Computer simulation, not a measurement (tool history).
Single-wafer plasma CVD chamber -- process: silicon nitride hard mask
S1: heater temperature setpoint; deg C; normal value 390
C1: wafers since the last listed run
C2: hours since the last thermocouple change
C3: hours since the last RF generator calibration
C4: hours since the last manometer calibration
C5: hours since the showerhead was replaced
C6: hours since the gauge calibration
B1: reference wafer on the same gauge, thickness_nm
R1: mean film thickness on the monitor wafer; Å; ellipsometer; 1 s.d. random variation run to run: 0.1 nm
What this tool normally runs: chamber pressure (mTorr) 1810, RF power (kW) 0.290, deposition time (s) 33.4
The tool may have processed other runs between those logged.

Run 1, hour 0.0: usual settings but deposition time (s) 34.9; C1 0; C2 2186.6; C3 2037.2; C4 962.8; C5 3467.7; C6 112.0; B1 38.295. Result: R1 447.39 Å.
Run 2, hour 30.4: usual settings but deposition time (s) 34.9; C1 791; C2 2217.0; C3 2067.6; C4 993.2; C5 3498.1; C6 142.4; B1 38.288. Result: R1 446.93 Å.
Run 3, hour 53.6: usual settings; C1 604; C2 2240.2; C3 2090.8; C4 1016.4; C5 3521.3; C6 165.6; B1 38.285. Result: R1 429.89 Å.
Run 4, hour 79.0: usual settings but RF power (kW) 0.320; C1 661; C2 2265.6; C3 2116.2; C4 1041.8; C5 3546.7; C6 191.0; B1 38.300. Result: R1 455.53 Å.
Run 5, hour 112.7: usual settings but RF power (kW) 0.320; C1 877; C2 2299.3; C3 2149.9; C4 1075.5; C5 3580.4; C6 224.7; B1 38.314. Result: R1 457.97 Å.
Run 6, hour 132.0: usual settings but deposition time (s) 35.0; C1 502; C2 2318.6; C3 2169.2; C4 1094.8; C5 3599.7; C6 244.0; B1 38.291. Result: R1 452.08 Å.
Run 7, hour 165.7: usual settings but deposition time (s) 35.0; C1 877; C2 2352.3; C3 2202.9; C4 1128.5; C5 3633.4; C6 277.7; B1 38.294. Result: R1 451.01 Å.
Run 8, hour 189.4: usual settings but deposition time (s) 35.0; C1 617; C2 2376.0; C3 2226.6; C4 1152.2; C5 3657.1; C6 301.4; B1 38.295. Result: R1 453.93 Å.
Run 9, hour 206.8: usual settings but chamber pressure (mTorr) 1640; C1 453; C2 2393.4; C3 2244.0; C4 1169.6; C5 3674.5; C6 318.8; B1 38.301. Result: R1 416.43 Å.
At hour 233.3: thermocouple changed; heater temperature recalibrated.
Run 10, hour 235.3: usual settings but chamber pressure (mTorr) 1640; C1 533; C2 2.0; C3 2272.5; C4 1198.1; C5 3703.0; C6 347.3; B1 38.277. Result: R1 416.10 Å.
At hour 267.4: showerhead replaced.
At hour 271.7: capacitance manometer re-zeroed and calibrated.
Run 11, hour 272.2: usual settings but chamber pressure (mTorr) 2130; C1 640; C2 38.9; C3 2309.4; C4 0.5; C5 4.8; C6 384.2; B1 38.332. Result: R1 459.95 Å.
Run 12, hour 292.4: usual settings; C1 525; C2 59.1; C3 2329.6; C4 20.7; C5 25.0; C6 404.4; B1 38.277. Result: R1 439.37 Å.
At hour 313.0: gauge calibrated.
Run 13, hour 316.3: usual settings but chamber pressure (mTorr) 2120, RF power (kW) 0.340, deposition time (s) 39.3; C1 622; C2 83.0; C3 2353.5; C4 44.6; C5 48.9; C6 3.3; B1 38.332. Result: R1 596.21 Å.
At hour 348.3: RF generator calibrated.
Run 14, hour 348.8: usual settings but RF power (kW) 0.335; C1 637; C2 115.5; C3 0.5; C4 77.1; C5 81.4; C6 35.8; B1 38.271. Result: R1 481.30 Å.
Run 15, hour 361.0: usual settings but S1 396 deg C; C1 317; C2 127.7; C3 12.7; C4 89.3; C5 93.6; C6 48.0; B1 38.303. Result: R1 438.97 Å.

Predict the results of run 16:
At hour 394.6: capacitance manometer re-zeroed and calibrated, repeated, since the last time left the tool worse.
Run 16, hour 395.1: usual settings but S1 380 deg C, chamber pressure (mTorr) 1620, RF power (kW) 0.235, deposition time (s) 30.8; C1 679; C2 161.8; C3 46.8; C4 0.5; C5 127.7; C6 82.1; B1 ?. Result: R1 ?.

Run 16 yielded B1 38.301, R1 329.26 Å.
Had the tool carried no hidden state, the very same run would have given R1 329.52 Å.
